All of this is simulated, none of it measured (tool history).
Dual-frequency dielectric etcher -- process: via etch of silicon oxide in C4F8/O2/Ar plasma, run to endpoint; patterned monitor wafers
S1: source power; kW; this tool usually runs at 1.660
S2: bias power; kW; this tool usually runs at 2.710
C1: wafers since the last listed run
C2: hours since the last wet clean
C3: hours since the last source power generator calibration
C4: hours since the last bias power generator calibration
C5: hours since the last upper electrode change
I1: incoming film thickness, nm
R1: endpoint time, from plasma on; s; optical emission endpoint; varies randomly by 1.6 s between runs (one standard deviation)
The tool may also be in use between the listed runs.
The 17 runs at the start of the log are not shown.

run     day     S1     S2  C1     C2     C3      C4      C5      I1     R1
      9.242  -- source power generator calibrated
      9.892  -- wet clean of the chamber
 18   9.912  1.420  2.221  78    0.5   16.1  1530.1  2599.3  1468.8  291.2
 19   9.929  1.660  2.399   2    0.9   16.5  1530.5  2599.7  1469.5  267.0
 20   9.942  1.660  2.710   1    1.2   16.8  1530.8  2600.0  1465.2  254.2
 21  10.550  1.660  2.710  78   15.8   31.4  1545.4  2614.6  1457.4  254.7
     11.871  -- upper electrode replaced
 22  11.892  1.300  2.206  44   48.0   63.6  1577.6     0.5  1472.7  304.8
 23  11.908  1.660  2.710   2   48.4   64.0  1578.0     0.9  1452.3  253.0
 24  12.012  1.660  2.710  13   50.9   66.5  1580.5     3.4  1484.9  258.7
 25  12.454  1.660  2.510  57   61.5   77.1  1591.1    14.0  1471.0  262.5
 26  13.079  1.660  2.710  80   76.5   92.1  1606.1    29.0  1469.8  257.9
     13.546  -- bias power generator calibrated
 27  13.583  1.540  2.893  43   88.6  104.2     0.9    41.1  1447.7  255.2
 28  14.146  1.450  2.968  72  102.1  117.7    14.4    54.6  1478.4  264.5
 29  14.833  1.310  3.268  88  118.6  134.2    30.9    71.1  1456.1  264.8
 30  15.171  1.820  3.230  43  126.7  142.3    39.0    79.2  1462.3  232.1

Run 31, settings as shown, results not yet in. Your forecast:
 31  15.712  1.240  2.927  70  139.7  155.3  52.0  92.2  1459.2   ?

R1: 281.8 s
The same run, on a tool lacking any hidden state, would have yielded R1 279.5 s.

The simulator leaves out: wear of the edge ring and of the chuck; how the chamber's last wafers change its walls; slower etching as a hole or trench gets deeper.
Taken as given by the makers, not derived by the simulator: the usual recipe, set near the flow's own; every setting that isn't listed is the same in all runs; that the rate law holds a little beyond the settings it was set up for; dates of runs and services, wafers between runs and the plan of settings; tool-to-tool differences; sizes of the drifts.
